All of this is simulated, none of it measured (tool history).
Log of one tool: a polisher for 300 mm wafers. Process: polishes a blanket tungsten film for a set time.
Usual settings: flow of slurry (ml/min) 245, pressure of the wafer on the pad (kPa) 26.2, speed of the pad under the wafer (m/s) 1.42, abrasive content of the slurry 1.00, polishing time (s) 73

| run | hour | flow of slurry (ml/min) | pressure of the wafer on the pad (kPa) | speed of the pad under the wafer (m/s) | abrasive content of the slurry | polishing time (s) | incoming thickness of the incoming film, nm | film removed (angstrom) |
|---|---|---|---|---|---|---|---|---|
| 1 | 0.0 | 245 | 26.2 | 1.42 | 1.00 | 73 | 1434.4 | 4397 |
| 2 | 10.5 | 245 | 26.2 | 1.42 | 1.00 | 73 | 1456.3 | 4329 |
| 3 | 25.4 | 245 | 26.2 | 1.42 | 1.00 | 73 | 1453.1 | 4330 |
| 4 | 36.5 | 245 | 26.2 | 1.42 | 0.85 | 73 | 1449.1 | 4152 |
| 5 | 45.4 | 245 | 26.2 | 1.42 | 0.95 | 73 | 1434.1 | 4290 |
| 6 | 59.1 | 245 | 26.2 | 1.42 | 0.95 | 73 | 1422.8 | 4278 |
| 7 | 66.6 | 245 | 26.2 | 1.42 | 1.00 | 73 | 1431.8 | 4429 |
| 8 | 84.5 | 245 | 26.2 | 1.42 | 1.00 | 73 | 1440.1 | 4363 |
| 9 | 100.4 | 245 | 26.2 | 1.42 | 1.00 | 73 | 1404.7 | 4408 |
| 10 | 114.4 | 245 | 26.2 | 1.42 | 1.00 | 73 | 1428.7 | 4375 |
| 11 | 126.9 | 245 | 26.2 | 1.42 | 0.80 | 73 | 1451.8 | 3956 |
| 12 | 171.9 | 320 | 19.3 | 1.84 | 1.00 | 65 | 1431.5 | 3824 |
| 13 | 179.1 | 305 | 26.2 | 1.88 | 0.90 | 73 | 1434.5 | 5583 |
| 14 | 188.6 | 245 | 26.2 | 1.42 | 1.00 | 73 | 1429.4 | 4342 |
| 15 | 196.1 | 245 | 26.2 | 1.42 | 1.00 | 73 | 1433.8 | 4401 |
| 16 | 207.0 | 245 | 26.2 | 1.58 | 1.00 | 73 | 1432.2 | 4818 |
| 17 | 217.4 | 245 | 26.2 | 1.42 | 1.00 | 73 | 1416.9 | 4367 |
| 18 | 226.8 | 245 | 26.2 | 1.28 | 1.00 | 73 | 1455.3 | 3969 |
| 19 | 248.3 | 220 | 26.2 | 1.42 | 1.00 | 73 | 1450.2 | 4348 |
| 20 | 259.2 | 245 | 29.0 | 1.42 | 1.00 | 73 | 1431.5 | 4849 |
| 21 | 278.7 | 245 | 26.2 | 1.42 | 1.00 | 73 | 1442.6 | 4307 |
| 22 | 287.4 | 245 | 26.2 | 1.42 | 1.00 | 73 | 1431.1 | 4426 |
| 23 | 301.9 | 245 | 22.1 | 1.00 | 0.85 | 86 | 1435.0 | 2919 |
| 24 | 314.5 | 245 | 26.2 | 1.72 | 0.80 | 73 | 1421.2 | 4787 |
| 25 | 322.7 | 245 | 24.1 | 1.42 | 1.00 | 73 | 1411.2 | 4024 |
| 26 | 334.9 | 245 | 29.6 | 1.16 | 0.75 | 73 | 1419.0 | 3579 |
| 27 | 349.3 | 245 | 26.2 | 1.02 | 0.85 | 73 | 1460.2 | 2935 |

Taken out of this log: 7 entries between the listed runs. Where each belongs, and how the hidden state differs across it:
Between runs 7 and 8: slurry nozzle cleaned (hour 75.7); head pressure recalibrated (hour 84.0)
  no hidden state differs between the two runs
Between runs 11 and 12: slurry tank refilled with fresh slurry and peroxide (hour 128.8); worn pad replaced by a new one (hour 147.7)
  no hidden state differs between the two runs
Between runs 17 and 18: slurry blender recalibrated (hour 220.5)
  no hidden state differs between the two runs
Between runs 20 and 21: worn pad replaced by a new one (hour 278.2)
  no hidden state differs between the two runs
Between runs 22 and 23: slurry tank refilled with fresh slurry and peroxide (hour 289.2)
  no hidden state differs between the two runs

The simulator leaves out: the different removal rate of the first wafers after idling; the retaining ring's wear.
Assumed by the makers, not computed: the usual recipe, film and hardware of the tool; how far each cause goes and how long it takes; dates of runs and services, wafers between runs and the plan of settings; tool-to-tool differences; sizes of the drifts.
